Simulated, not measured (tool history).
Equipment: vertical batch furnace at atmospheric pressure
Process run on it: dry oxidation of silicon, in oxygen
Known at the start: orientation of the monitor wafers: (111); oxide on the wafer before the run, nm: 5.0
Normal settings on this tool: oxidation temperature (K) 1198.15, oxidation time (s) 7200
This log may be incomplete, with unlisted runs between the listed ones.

run	hour	oxidation temperature (K)	oxidation time (s)	wafers since the last listed run	hours since the last temperature calibration	hours since the boat lift was adjusted	hours since the gauge calibration	read-back reference wafer on the same gauge, thickness	oxide thickness on the monitor wafer (Å)
1	0.0	1210.15	7200	0	2292.7	1717.6	702.5	47.70	605.2
2	50.1	1210.15	7200	572	2342.8	1767.7	752.6	47.71	607.5
# hour 94.2: gauge calibrated
3	105.4	1198.15	7200	632	2398.1	1823.0	11.2	47.74	548.0
4	298.7	1198.15	7200	2209	2591.4	2016.3	204.5	47.64	549.2
5	397.9	1198.15	7200	1134	2690.6	2115.5	303.7	47.75	544.2
6	445.5	1198.15	7200	544	2738.2	2163.1	351.3	47.67	542.0
7	479.6	1198.15	7200	389	2772.3	2197.2	385.4	47.71	547.3
8	524.0	1198.15	7200	507	2816.7	2241.6	429.8	47.76	547.9
9	650.7	1198.15	7200	1448	2943.4	2368.3	556.5	47.74	546.2
# hour 680.7: thermocouples replaced and temperature profile calibrated
10	694.1	1213.15	7200	221	13.4	2411.7	599.9	47.68	623.1
11	738.6	1213.15	7200	508	57.9	2456.2	644.4	47.72	618.0
12	773.5	1198.15	9900	399	92.8	2491.1	679.3	47.68	681.1
# hour 818.5: gauge calibrated
13	818.7	1174.15	9630	516	138.0	2536.3	0.2	47.73	527.1
# hour 864.5: boat lift adjusted
14	865.0	1198.15	7200	254	184.3	0.5	46.5	47.60	548.5
15	907.9	1191.15	7200	490	227.2	43.4	89.4	47.75	511.2
16	940.1	1213.15	10020	368	259.4	75.6	121.6	47.55	776.5
17	986.6	1198.15	7200	531	305.9	122.1	168.1	47.76	547.7
18	1037.5	1198.15	10440	581	356.8	173.0	219.0	47.70	706.2
19	1088.5	1198.15	7200	583	407.8	224.0	270.0	47.65	546.6

The next listed run, before its measurement:
20	1139.5	1217.15	10800	583	458.8	275.0	321.0	?	?

Run 20 came out at read-back reference wafer on the same gauge, thickness 47.82, oxide thickness on the monitor wafer (Å) 839.2.
Minus the tool's unlogged condition, the same run would have read oxide thickness on the monitor wafer (Å) 839.2.
